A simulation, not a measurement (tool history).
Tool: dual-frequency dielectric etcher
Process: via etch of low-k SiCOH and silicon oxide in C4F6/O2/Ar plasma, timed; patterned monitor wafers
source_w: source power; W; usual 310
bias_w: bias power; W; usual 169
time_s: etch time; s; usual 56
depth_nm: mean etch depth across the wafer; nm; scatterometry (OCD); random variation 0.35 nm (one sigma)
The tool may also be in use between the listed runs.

| run | hour | source_w | bias_w | time_s | wafers since the last listed run | hours since the last wet clean | hours since the last source power generator calibration | hours since the last bias power generator calibration | hours since the last upper electrode change | hours since the gauge calibration | read-back reference wafer on the same gauge, depth_nm | depth_nm |
|---|---|---|---|---|---|---|---|---|---|---|---|---|
| 1 | 0 | 310 | 169 | 56 | 0 | 79.9 | 3384.3 | 3265.6 | 4533.9 | 860.5 | 168 | 150.2 |
| 2 | 67.6 | 310 | 169 | 56 | 1058 | 147.5 | 3451.9 | 3333.2 | 4601.5 | 928.1 | 168 | 149.9 |
| 3 | 114.5 | 310 | 169 | 59.5 | 734 | 194.4 | 3498.8 | 3380.1 | 4648.4 | 975 | 167.9 | 159.3 |
|  | 162.8 | upper electrode replaced |
| 4 | 163.3 | 310 | 169 | 59.5 | 388 | 243.2 | 3547.6 | 3428.9 | 0.5 | 1023.8 | 168 | 159.2 |
| 5 | 180.5 | 310 | 169 | 56 | 269 | 260.4 | 3564.8 | 3446.1 | 17.7 | 1041 | 168 | 150.3 |
| 6 | 241.8 | 310 | 169 | 56 | 959 | 321.7 | 3626.1 | 3507.4 | 79 | 1102.3 | 168 | 149.7 |
| 7 | 276 | 310 | 169 | 56 | 535 | 355.9 | 3660.3 | 3541.6 | 113.2 | 1136.5 | 168.1 | 150.1 |
| 8 | 338.2 | 310 | 169 | 56 | 973 | 418.1 | 3722.5 | 3603.8 | 175.4 | 1198.7 | 168 | 149.8 |
| 9 | 372.8 | 350 | 183 | 65 | 541 | 452.7 | 3757.1 | 3638.4 | 210 | 1233.3 | 168 | 187.5 |
|  | 393 | gauge calibrated |
| 10 | 421 | 240 | 204 | 56 | 754 | 500.9 | 3805.3 | 3686.6 | 258.2 | 28 | 168 | 150.8 |
|  | 555.9 | wet clean of the chamber |
| 11 | 557.2 | 310 | 169 | 56 | 1756 | 1.3 | 3941.5 | 3822.8 | 394.4 | 164.2 | 167.9 | 149.7 |
| 12 | 587.2 | 310 | 169 | 56 | 469 | 31.3 | 3971.5 | 3852.8 | 424.4 | 194.2 | 167.8 | 150.4 |
| 13 | 645.5 | 310 | 169 | 56 | 912 | 89.6 | 4029.8 | 3911.1 | 482.7 | 252.5 | 168 | 149.7 |
| 14 | 711 | 310 | 169 | 42 | 1025 | 155.1 | 4095.3 | 3976.6 | 548.2 | 318 | 168.1 | 112.7 |
| 15 | 771.4 | 380 | 169 | 56 | 945 | 215.5 | 4155.7 | 4037 | 608.6 | 378.4 | 168 | 160.7 |
|  | 784.3 | source power generator calibrated |
| 16 | 841.8 | 310 | 205 | 56 | 1039 | 285.9 | 57.5 | 4107.4 | 679 | 448.8 | 168.1 | 165.8 |
| 17 | 891.2 | 260 | 137 | 46 | 773 | 335.3 | 106.9 | 4156.8 | 728.4 | 498.2 | 167.9 | 107.6 |
| 18 | 934.2 | 250 | 196 | 56 | 673 | 378.3 | 149.9 | 4199.8 | 771.4 | 541.2 | 168 | 151.7 |
|  | 956.9 | bias power generator calibrated |
| 19 | 973.7 | 310 | 159 | 50 | 555 | 417.8 | 189.4 | 16.8 | 810.9 | 580.7 | 167.9 | 129.4 |
| 20 | 1018.5 | 310 | 169 | 61.5 | 701 | 462.6 | 234.2 | 61.6 | 855.7 | 625.5 | 167.9 | 163.4 |
| 21 | 1051.4 | 280 | 189 | 62.5 | 515 | 495.5 | 267.1 | 94.5 | 888.6 | 658.4 | 168.1 | 168.8 |
| 22 | 1108.7 | 260 | 185 | 43.5 | 897 | 552.8 | 324.4 | 151.8 | 945.9 | 715.7 | 168.1 | 113.6 |
|  | 1159.2 | wet clean of the chamber |
| 23 | 1159.7 | 310 | 169 | 56 | 422 | 0.5 | 375.4 | 202.8 | 996.9 | 766.7 | 167.8 | 148.8 |
| 24 | 1198.9 | 240 | 132 | 61 | 613 | 39.7 | 414.6 | 242 | 1036.1 | 805.9 | 167.9 | 133.3 |
| 25 | 1269.3 | 310 | 169 | 56 | 1102 | 110.1 | 485 | 312.4 | 1106.5 | 876.3 | 167.9 | 149.5 |
| 26 | 1304.7 | 310 | 193 | 63.5 | 554 | 145.5 | 520.4 | 347.8 | 1141.9 | 911.7 | 167.8 | 179.5 |
| 27 | 1337.8 | 310 | 142 | 56 | 518 | 178.6 | 553.5 | 380.9 | 1175 | 944.8 | 167.9 | 137.4 |
| 28 | 1375.8 | 310 | 169 | 56 | 594 | 216.6 | 591.5 | 418.9 | 1213 | 982.8 | 167.9 | 149.2 |
| 29 | 1413.8 | 290 | 169 | 56 | 594 | 254.6 | 629.5 | 456.9 | 1251 | 1020.8 | 168.1 | 145.7 |
| 30 | 1469.1 | 350 | 144 | 68 | 865 | 309.9 | 684.8 | 512.2 | 1306.3 | 1076.1 | 167.9 | 176.3 |

3 ways to go on from here, each from the tool as it stands after run 30. What would each give?
| A | 1469.5 | 310 | 169 | 56 | 6 | 310.3 | 685.2 | 512.6 | 1306.7 | 1076.5 | ? | ? |
| B | 1469.5 | 310 | 169 | 51 | 6 | 310.3 | 685.2 | 512.6 | 1306.7 | 1076.5 | ? | ? |
| C | 1469.5 | 290 | 185 | 70 | 6 | 310.3 | 685.2 | 512.6 | 1306.7 | 1076.5 | ? | ? |

| run | read-back reference wafer on the same gauge, depth_nm | depth_nm |
|---|---|---|
| A | 167.9 | 149.3 |
| B | 167.9 | 136 |
| C | 167.9 | 189.9 |
Without the tool's hidden state the same runs would have given:
| run | depth_nm |
|---|---|
| A | 149.9 |
| B | 136.5 |
| C | 190.6 |
